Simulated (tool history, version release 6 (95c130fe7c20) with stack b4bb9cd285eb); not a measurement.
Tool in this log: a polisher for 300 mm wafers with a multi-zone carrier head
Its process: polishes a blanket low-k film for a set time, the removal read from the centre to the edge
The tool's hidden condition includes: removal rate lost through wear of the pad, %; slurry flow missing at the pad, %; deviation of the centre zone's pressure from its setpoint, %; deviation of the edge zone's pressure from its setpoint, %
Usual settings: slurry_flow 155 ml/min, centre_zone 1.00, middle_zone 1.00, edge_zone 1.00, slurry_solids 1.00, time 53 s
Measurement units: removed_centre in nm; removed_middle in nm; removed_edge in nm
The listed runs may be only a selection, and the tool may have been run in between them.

run	hour	slurry_flow	centre_zone	middle_zone	edge_zone	slurry_solids	time	wafers since the last listed run	wafers polished on this pad	hours since the slurry nozzle was cleaned	hours since the centre zone pressure was calibrated	hours since the edge zone pressure was calibrated	hours since the carrier head's membrane was replaced	incoming thickness of the incoming film, nm	removed_centre	removed_middle	removed_edge
1	0.0	155	1.00	1.00	1.07	1.00	53	0	1459	272.0	0.8	751.9	216.1	719.6	20.3	20.7	21.6
# hour 26.5: worn pad replaced by a new one
2	43.6	155	1.00	1.00	1.07	1.00	53	200	86	315.6	44.4	795.5	259.7	730.8	22.0	22.5	23.5
# hour 90.2: edge zone pressure recalibrated
3	148.4	155	1.00	1.00	0.93	1.00	53	520	607	420.4	149.2	58.2	364.5	712.0	20.3	20.8	20.8
4	242.1	155	1.00	1.00	0.93	1.00	53	474	1082	514.1	242.9	151.9	458.2	707.5	20.1	20.2	20.9
5	297.8	155	1.00	1.00	0.93	1.00	53	282	1364	569.8	298.6	207.6	513.9	717.8	19.7	20.0	19.8
6	339.1	185	1.00	1.00	1.00	1.00	53	209	1574	611.1	339.9	248.9	555.2	724.6	20.3	20.4	20.8
# hour 376.0: worn pad replaced by a new one
7	442.2	185	1.00	1.00	1.00	1.00	53	502	335	714.2	443.0	352.0	658.3	705.1	21.2	21.1	21.8
# hour 462.3: slurry nozzle cleaned
8	499.4	185	1.00	1.00	1.00	1.00	53	284	620	37.1	500.2	409.2	715.5	719.3	21.7	22.2	22.0
9	540.2	155	1.04	1.00	1.00	1.00	53	206	826	77.9	541.0	450.0	756.3	718.2	21.4	21.0	21.5
# hour 599.5: carrier head's membrane replaced by a new one
10	620.7	155	0.93	1.07	1.10	1.00	53	382	1209	158.4	621.5	530.5	21.2	721.6	18.8	21.7	22.4
# hour 695.6: worn pad replaced by a new one
# hour 715.1: edge zone pressure recalibrated
11	726.8	155	1.00	0.95	1.00	1.00	37	507	147	264.5	727.6	11.7	127.3	721.8	15.4	14.8	15.4
12	792.0	185	1.00	1.00	1.00	1.00	53	330	478	329.7	792.8	76.9	192.5	731.3	21.6	21.3	22.1
13	872.9	155	0.93	1.11	1.09	1.00	53	409	888	410.6	873.7	157.8	273.4	711.0	18.5	22.4	21.9
14	974.7	155	1.00	1.00	1.00	1.00	53	515	1404	512.4	975.5	259.6	375.2	726.0	19.5	19.9	20.7
15	1080.1	180	1.00	1.00	1.00	1.00	53	534	1938	617.8	1080.9	365.0	480.6	726.2	19.6	20.0	20.5
# hour 1113.0: centre zone pressure recalibrated
# hour 1120.1: worn pad replaced by a new one
# hour 1140.1: slurry nozzle cleaned
16	1144.6	100	1.00	1.00	1.00	1.00	53	291	119	4.5	31.6	429.5	545.1	716.1	20.4	20.6	22.1
17	1192.8	155	1.00	1.11	0.97	1.00	70	244	363	52.7	79.8	477.7	593.3	713.7	29.3	32.1	28.9
18	1283.6	200	1.03	0.89	1.00	1.00	46	460	823	143.5	170.6	568.5	684.1	710.3	19.4	17.6	19.6
19	1369.6	155	1.00	1.00	1.00	1.00	53	435	1259	229.5	256.6	654.5	770.1	715.3	20.4	21.4	21.7
# hour 1398.5: carrier head's membrane replaced by a new one
20	1415.7	155	1.00	1.00	0.93	1.00	53	208	1467	275.6	302.7	700.6	17.2	731.0	20.3	20.8	20.6
# hour 1468.1: edge zone pressure recalibrated
21	1512.5	200	1.03	0.89	1.00	1.00	46	480	1948	372.4	399.5	44.4	114.0	723.6	18.6	17.0	18.5
# hour 1522.0: worn pad replaced by a new one
22	1602.8	155	1.00	1.12	1.00	0.85	53	437	409	462.7	489.8	134.7	204.3	728.0	18.2	20.9	19.5

3 ways to go on from here, each from the tool as it stands after run 22. What would each give?
A	1603.2	155	1.00	1.00	1.00	1.00	45	2	411	463.1	490.2	135.1	204.7	721.2	?	?	?
B	1603.2	155	0.94	1.00	1.00	1.00	62	2	411	463.1	490.2	135.1	204.7	721.2	?	?	?
C	1603.2	185	1.00	0.91	1.00	1.00	53	2	411	463.1	490.2	135.1	204.7	721.2	?	?	?

run	removed_centre	removed_middle	removed_edge
A	18.0	17.8	18.8
B	23.3	24.5	25.9
C	21.9	19.9	22.6
What these runs would have given with no unlogged condition in the tool:
run	removed_centre	removed_middle	removed_edge
A	19.8	19.5	20.4
B	25.6	26.8	28.2
C	23.9	21.7	24.6
